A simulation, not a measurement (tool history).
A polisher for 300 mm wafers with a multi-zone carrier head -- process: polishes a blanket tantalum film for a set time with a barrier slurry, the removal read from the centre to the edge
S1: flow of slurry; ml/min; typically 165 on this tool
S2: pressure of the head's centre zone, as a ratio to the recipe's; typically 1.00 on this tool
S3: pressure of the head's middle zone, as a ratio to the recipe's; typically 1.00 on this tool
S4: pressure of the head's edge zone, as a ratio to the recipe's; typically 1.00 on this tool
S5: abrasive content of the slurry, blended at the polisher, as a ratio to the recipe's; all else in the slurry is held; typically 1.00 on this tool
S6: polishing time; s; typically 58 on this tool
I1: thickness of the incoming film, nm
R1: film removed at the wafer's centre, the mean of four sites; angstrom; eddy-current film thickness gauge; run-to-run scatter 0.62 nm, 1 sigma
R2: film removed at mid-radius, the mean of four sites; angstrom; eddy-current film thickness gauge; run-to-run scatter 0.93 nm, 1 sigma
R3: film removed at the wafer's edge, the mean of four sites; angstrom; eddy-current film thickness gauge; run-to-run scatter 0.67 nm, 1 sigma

run 1 day=0.000 | S1=165 S2=1.00 S3=1.00 S4=1.00 S5=1.00 S6=58 | I1=348.1 | R1=752 R2=749 R3=742
run 2 day=0.992 | S1=165 S2=1.00 S3=1.00 S4=1.00 S5=1.00 S6=58 | I1=349.5 | R1=752 R2=738 R3=740
run 3 day=2.383 | S1=130 S2=1.00 S3=1.09 S4=0.92 S5=0.75 S6=58 | I1=351.7 | R1=654 R2=720 R3=629
run 4 day=3.100 | S1=165 S2=1.10 S3=1.00 S4=1.10 S5=1.00 S6=58 | I1=349.7 | R1=814 R2=740 R3=769
-- day=3.808 worn pad replaced by a new one
run 5 day=4.188 | S1=220 S2=1.00 S3=1.00 S4=1.09 S5=1.00 S6=52 | I1=351.8 | R1=724 R2=709 R3=737
run 6 day=4.783 | S1=165 S2=1.00 S3=1.00 S4=1.00 S5=1.00 S6=58 | I1=348.2 | R1=766 R2=759 R3=758
run 7 day=6.558 | S1=165 S2=0.93 S3=1.05 S4=1.00 S5=1.00 S6=58 | I1=346.0 | R1=715 R2=793 R3=773
run 8 day=8.000 | S1=205 S2=1.00 S3=1.00 S4=1.00 S5=1.00 S6=58 | I1=346.5 | R1=781 R2=791 R3=780
run 9 day=12.129 | S1=130 S2=1.00 S3=1.00 S4=1.00 S5=0.85 S6=58 | I1=348.2 | R1=674 R2=681 R3=685
run 10 day=13.538 | S1=185 S2=1.00 S3=0.92 S4=1.00 S5=1.00 S6=77 | I1=352.4 | R1=1002 R2=913 R3=976
run 11 day=14.171 | S1=105 S2=1.00 S3=1.00 S4=1.05 S5=1.00 S6=78 | I1=347.2 | R1=867 R2=875 R3=927
run 12 day=15.221 | S1=165 S2=1.00 S3=1.00 S4=1.00 S5=1.00 S6=58 | I1=352.1 | R1=718 R2=725 R3=717
-- day=16.100 worn pad replaced by a new one
run 13 day=17.154 | S1=165 S2=1.00 S3=0.95 S4=1.00 S5=1.00 S6=58 | I1=354.4 | R1=760 R2=736 R3=763
run 14 day=18.533 | S1=115 S2=1.00 S3=1.00 S4=1.00 S5=1.25 S6=58 | I1=350.0 | R1=733 R2=732 R3=760
run 15 day=19.950 | S1=165 S2=1.00 S3=1.00 S4=1.00 S5=1.00 S6=58 | I1=353.9 | R1=770 R2=775 R3=759
run 16 day=21.088 | S1=165 S2=1.00 S3=0.94 S4=1.00 S5=1.00 S6=58 | I1=343.0 | R1=754 R2=728 R3=757
run 17 day=22.250 | S1=165 S2=1.00 S3=1.00 S4=1.00 S5=1.00 S6=58 | I1=349.7 | R1=751 R2=768 R3=754
run 18 day=23.533 | S1=165 S2=1.00 S3=1.00 S4=1.00 S5=0.80 S6=58 | I1=352.5 | R1=709 R2=695 R3=698
run 19 day=24.242 | S1=165 S2=1.00 S3=0.96 S4=1.00 S5=1.00 S6=58 | I1=349.2 | R1=742 R2=733 R3=750
run 20 day=25.583 | S1=165 S2=1.00 S3=1.00 S4=1.00 S5=0.85 S6=58 | I1=344.1 | R1=711 R2=705 R3=708
run 21 day=26.883 | S1=165 S2=1.00 S3=1.00 S4=1.00 S5=1.00 S6=58 | I1=348.3 | R1=724 R2=736 R3=729
run 22 day=28.033 | S1=165 S2=0.90 S3=1.00 S4=0.90 S5=1.25 S6=66 | I1=353.0 | R1=766 R2=869 R3=813

Measured result minus the same run's result without the hidden state. Both carry the same run-to-run variation, though not necessarily the same gauge scatter:
Hidden state present: removal rate lost through wear of the pad, %; slurry flow missing at the pad, %; deviation of the centre zone's pressure from its setpoint, %; deviation of the edge zone's pressure from its setpoint, %.
run=1 R1=-16 R2=-16 R3=-16
run=2 R1=-20 R2=-20 R3=-20
run=3 R1=-25 R2=-27 R3=-24
run=4 R1=-36 R2=-32 R3=-34
run=5 R1=-5 R2=-5 R3=-5
run=6 R1=-7 R2=-6 R3=-6
run=7 R1=-7 R2=-8 R3=-9
run=8 R1=-12 R2=-12 R3=-12
run=9 R1=-25 R2=-25 R3=-26
run=10 R1=-49 R2=-44 R3=-48
run=11 R1=-47 R2=-48 R3=-51
run=12 R1=-46 R2=-47 R3=-47
run=13 R1=-5 R2=-5 R3=-5
run=14 R1=-6 R2=-6 R3=-7
run=15 R1=-9 R2=-9 R3=-9
run=16 R1=-12 R2=-12 R3=-12
run=17 R1=-17 R2=-17 R3=-16
run=18 R1=-20 R2=-21 R3=-20
run=19 R1=-25 R2=-25 R3=-26
run=20 R1=-31 R2=-31 R3=-31
run=21 R1=-41 R2=-41 R3=-41
run=22 R1=-53 R2=-60 R3=-55
